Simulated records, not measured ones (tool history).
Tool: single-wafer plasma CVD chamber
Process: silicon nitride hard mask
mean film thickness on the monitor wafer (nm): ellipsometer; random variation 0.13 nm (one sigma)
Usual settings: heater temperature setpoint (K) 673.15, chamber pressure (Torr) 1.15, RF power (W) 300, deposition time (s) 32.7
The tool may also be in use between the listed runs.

run	hour	heater temperature setpoint (K)	chamber pressure (Torr)	RF power (W)	deposition time (s)	wafers since the last listed run	hours since the last thermocouple change	hours since the last RF generator calibration	hours since the last manometer calibration	hours since the showerhead was replaced	hours since the gauge calibration	read-back reference wafer on the same gauge, thickness_nm	mean film thickness on the monitor wafer (nm)
1	0.0	673.15	1.15	300	32.7	0	1042.0	805.5	2152.7	4194.2	433.5	38.866	32.844
2	16.2	673.15	1.15	300	32.7	433	1058.2	821.7	2168.9	4210.4	449.7	38.937	32.775
3	34.9	673.15	1.15	300	32.7	500	1076.9	840.4	2187.6	4229.1	468.4	38.896	32.509
4	58.1	673.15	1.15	300	32.7	620	1100.1	863.6	2210.8	4252.3	491.6	38.950	32.716
5	93.7	673.15	1.15	300	32.7	952	1135.7	899.2	2246.4	4287.9	527.2	38.868	32.687
6	114.3	673.15	1.15	300	32.7	551	1156.3	919.8	2267.0	4308.5	547.8	38.929	32.744
7	141.4	673.15	1.15	300	32.7	725	1183.4	946.9	2294.1	4335.6	574.9	38.907	32.926
8	169.6	673.15	1.15	300	32.7	754	1211.6	975.1	2322.3	4363.8	603.1	38.825	32.721
9	196.5	673.15	1.15	300	32.7	719	1238.5	1002.0	2349.2	4390.7	630.0	38.898	32.712
10	217.5	673.15	1.15	300	32.7	561	1259.5	1023.0	2370.2	4411.7	651.0	38.920	32.490
11	251.6	673.15	1.15	300	32.7	912	1293.6	1057.1	2404.3	4445.8	685.1	38.890	32.690
# hour 276.3: thermocouple changed; heater temperature recalibrated
12	276.8	668.15	1.15	300	32.7	460	0.5	1082.3	2429.5	4471.0	710.3	38.895	32.629
13	291.8	668.15	1.15	300	32.7	401	15.5	1097.3	2444.5	4486.0	725.3	38.892	32.899
14	316.3	678.15	1.15	300	32.7	655	40.0	1121.8	2469.0	4510.5	749.8	38.876	32.746
15	346.3	673.15	1.15	325	32.7	802	70.0	1151.8	2499.0	4540.5	779.8	38.931	34.684

Run 16 comes next. What will it give?
# hour 363.7: RF generator calibrated
16	370.8	678.15	1.15	300	32.7	441	94.5	7.1	2523.5	4565.0	804.3	?	?

Run 16 gave read-back reference wafer on the same gauge, thickness_nm 38.924, mean film thickness on the monitor wafer (nm) 31.580.
Without the tool's hidden state the same run would have given mean film thickness on the monitor wafer (nm) 33.998.
